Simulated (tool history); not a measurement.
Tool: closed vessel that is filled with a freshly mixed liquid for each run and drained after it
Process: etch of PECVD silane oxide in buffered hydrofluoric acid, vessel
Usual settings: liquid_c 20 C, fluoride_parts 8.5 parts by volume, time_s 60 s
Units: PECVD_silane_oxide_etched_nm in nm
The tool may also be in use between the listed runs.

run	hour	liquid_c	fluoride_parts	time_s	wafers since the last listed run	hours since the thermometer was replaced	hours since the hydrofluoric acid flow meter was replaced	hours since the gauge calibration	read-back film thickness of the PECVD silane oxide reference wafer, read on the same gauge (nm)	PECVD_silane_oxide_etched_nm
1	0	20	5.5	60	0	901.2	1724.7	1500.9	109.99	159.56
2	62.5	20	5.5	60	8789	963.7	1787.2	1563.4	110	160.69
3	103.9	22	11	60	5821	1005.1	1828.6	1604.8	110	95.14
4	157.4	22	11	60	7523	1058.6	1882.1	1658.3	110.01	95.26
5	185.5	20	8.5	60	3951	1086.7	1910.2	1686.4	109.99	106.55
6	235.4	20	8.5	60	7017	1136.6	1960.1	1736.3	109.99	106.99
7	306.9	20	8.5	60	10054	1208.1	2031.6	1807.8	110	106.83
8	334.2	20	8.5	60	3839	1235.4	2058.9	1835.1	110.02	106.45
9	385.1	20	8.5	60	7157	1286.3	2109.8	1886	109.99	106.33
10	447.9	20	8.5	40	8831	1349.1	2172.6	1948.8	109.97	70.74
# hour 478.7: thermometer replaced
11	512.8	20	7.5	60	8985	34.1	2237.5	2013.7	110.01	127.21
# hour 536: gauge calibrated
12	582.9	20	8.5	60	9857	104.2	2307.6	46.9	110	109.92
13	628.9	20	8.5	30	6468	150.2	2353.6	92.9	110	55.57
# hour 651.8: hydrofluoric acid flow meter replaced
14	696.4	20	6.5	80	9351	217.7	44.6	160.4	110.02	184.82
15	721.6	23	9.5	80	3543	242.9	69.8	185.6	110	149.69
16	778.5	21.5	10	60	8001	299.8	126.7	242.5	110	99.79
17	817.4	20	8.5	60	5470	338.7	165.6	281.4	109.99	104.1
18	880.8	20	8.5	60	8915	402.1	229	344.8	110.01	103.99
19	941.5	20	8.5	60	8535	462.8	289.7	405.5	109.99	103.58
20	982.7	22	7.5	80	5793	504	330.9	446.7	109.99	176.96
21	1041.7	17	8.5	75	8296	563	389.9	505.7	110	109.37
22	1183.7	17	7.5	70	19968	705	531.9	647.7	110	116.8
23	1239.9	23	8.5	60	7903	761.2	588.1	703.9	109.99	122.05
24	1293.8	18	8.5	50	7579	815.1	642	757.8	110.01	77.51
25	1346.7	17	10.5	60	7439	868	694.9	810.7	110.01	72.89
26	1394.8	20	5.5	60	6764	916.1	743	858.8	110	157.17
27	1434.8	20	6	60	5625	956.1	783	898.8	110	144.59
28	1487.1	17.5	10.5	90	7354	1008.4	835.3	951.1	110.01	113.56
29	1533.9	24	8.5	95	6581	1055.2	882.1	997.9	110.01	204.03
30	1573.2	20	8.5	85	5526	1094.5	921.4	1037.2	110	146.74
31	1609	23.5	8.5	60	5034	1130.3	957.2	1073	109.98	125.13
32	1680.4	20	12	60	10040	1201.7	1028.6	1144.4	110.01	75.1

The same runs without the tool's hidden state, with the same run-to-run variation:
The hidden state here: liquid colder than its thermometer reads (K); hydrofluoric acid flow above the setpoint (%); gauge reads high (%).
run	PECVD_silane_oxide_etched_nm
1	158.99
2	160.32
3	94.43
4	94.61
5	105.39
6	105.89
7	105.87
8	105.55
9	105.5
10	70.27
11	120.67
12	104.38
13	52.81
14	186.73
15	151.37
16	101.02
17	105.34
18	105.31
19	104.99
20	179.46
21	111.11
22	118.92
23	124.23
24	79.02
25	74.54
26	161.03
27	148.2
28	116.4
29	208.48
30	150.16
31	128.03
32	77.15
